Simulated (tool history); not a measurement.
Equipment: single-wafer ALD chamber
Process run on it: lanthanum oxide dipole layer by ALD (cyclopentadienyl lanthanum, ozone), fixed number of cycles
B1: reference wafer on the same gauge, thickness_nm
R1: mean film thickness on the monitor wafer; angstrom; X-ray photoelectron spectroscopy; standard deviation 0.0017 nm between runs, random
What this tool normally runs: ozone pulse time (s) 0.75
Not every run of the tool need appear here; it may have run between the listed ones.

{"run": 1, "hour": 0.0, "ozone pulse time (s)": 0.75, "B1": 0.413, "R1": 4.03}
{"run": 2, "hour": 9.5, "ozone pulse time (s)": 0.75, "B1": 0.413, "R1": 4.01}
{"run": 3, "hour": 21.2, "ozone pulse time (s)": 0.75, "B1": 0.413, "R1": 4.01}
{"run": 4, "hour": 38.9, "ozone pulse time (s)": 0.75, "B1": 0.413, "R1": 3.98}
{"hour": 53.4, "done": "gauge calibrated"}
{"run": 5, "hour": 55.0, "ozone pulse time (s)": 0.75, "B1": 0.413, "R1": 3.97}
{"run": 6, "hour": 71.3, "ozone pulse time (s)": 0.75, "B1": 0.413, "R1": 3.94}
{"run": 7, "hour": 78.4, "ozone pulse time (s)": 0.75, "B1": 0.413, "R1": 3.94}
{"run": 8, "hour": 87.1, "ozone pulse time (s)": 0.58, "B1": 0.412, "R1": 3.4}
{"run": 9, "hour": 97.0, "ozone pulse time (s)": 0.58, "B1": 0.413, "R1": 3.38}
{"run": 10, "hour": 129.5, "ozone pulse time (s)": 0.58, "B1": 0.413, "R1": 3.36}
{"run": 11, "hour": 142.0, "ozone pulse time (s)": 0.63, "B1": 0.413, "R1": 3.5}
{"run": 12, "hour": 153.2, "ozone pulse time (s)": 0.68, "B1": 0.414, "R1": 3.63}
{"run": 13, "hour": 168.2, "ozone pulse time (s)": 0.68, "B1": 0.413, "R1": 3.6}
{"run": 14, "hour": 182.1, "ozone pulse time (s)": 0.64, "B1": 0.413, "R1": 3.46}
{"run": 15, "hour": 191.1, "ozone pulse time (s)": 0.75, "B1": 0.413, "R1": 3.78}
{"run": 16, "hour": 205.8, "ozone pulse time (s)": 0.92, "B1": 0.412, "R1": 4.2}
{"run": 17, "hour": 214.7, "ozone pulse time (s)": 0.89, "B1": 0.413, "R1": 4.1}
{"hour": 231.1, "done": "showerhead replaced"}
{"run": 18, "hour": 231.6, "ozone pulse time (s)": 0.48, "B1": 0.413, "R1": 2.84}
{"hour": 239.8, "done": "ozone generator serviced"}
{"run": 19, "hour": 240.3, "ozone pulse time (s)": 0.49, "B1": 0.413, "R1": 3.96}
{"run": 20, "hour": 254.7, "ozone pulse time (s)": 0.85, "B1": 0.414, "R1": 5.03}
{"hour": 280.8, "done": "thermocouple changed; heater temperature recalibrated"}
{"hour": 286.9, "done": "gauge calibrated"}
{"run": 21, "hour": 293.4, "ozone pulse time (s)": 0.56, "B1": 0.412, "R1": 4.24}
{"run": 22, "hour": 300.8, "ozone pulse time (s)": 0.88, "B1": 0.413, "R1": 5.1}
{"run": 23, "hour": 311.3, "ozone pulse time (s)": 0.93, "B1": 0.414, "R1": 5.2}
{"run": 24, "hour": 321.9, "ozone pulse time (s)": 0.61, "B1": 0.413, "R1": 4.39}
{"run": 25, "hour": 336.4, "ozone pulse time (s)": 0.75, "B1": 0.413, "R1": 4.83}
{"run": 26, "hour": 345.7, "ozone pulse time (s)": 0.9, "B1": 0.413, "R1": 5.14}
{"run": 27, "hour": 361.5, "ozone pulse time (s)": 0.54, "B1": 0.413, "R1": 4.15}
{"run": 28, "hour": 378.1, "ozone pulse time (s)": 0.75, "B1": 0.413, "R1": 4.81}

For each run, the measured value with the value that run would have given without the tool's hidden condition subtracted. The run-to-run variation is shared by both, the gauge scatter possibly not:
The tool's hidden condition here consists of: wafer temperature above the value expected at the setpoint (K); ozone dose above that of a generator just serviced (%); gauge reads high (%).
run=1 R1=-0.81
run=2 R1=-0.82
run=3 R1=-0.84
run=4 R1=-0.86
run=5 R1=-0.88
run=6 R1=-0.9
run=7 R1=-0.9
run=8 R1=-0.94
run=9 R1=-0.95
run=10 R1=-1
run=11 R1=-1.02
run=12 R1=-1.02
run=13 R1=-1.04
run=14 R1=-1.07
run=15 R1=-1.06
run=16 R1=-1.03
run=17 R1=-1.04
run=18 R1=-1.11
run=19 R1=-0.04
run=20 R1=-0.03
run=21 R1=-0.05
run=22 R1=-0.04
run=23 R1=-0.04
run=24 R1=-0.04
run=25 R1=-0.05
run=26 R1=-0.04
run=27 R1=-0.05
run=28 R1=-0.04

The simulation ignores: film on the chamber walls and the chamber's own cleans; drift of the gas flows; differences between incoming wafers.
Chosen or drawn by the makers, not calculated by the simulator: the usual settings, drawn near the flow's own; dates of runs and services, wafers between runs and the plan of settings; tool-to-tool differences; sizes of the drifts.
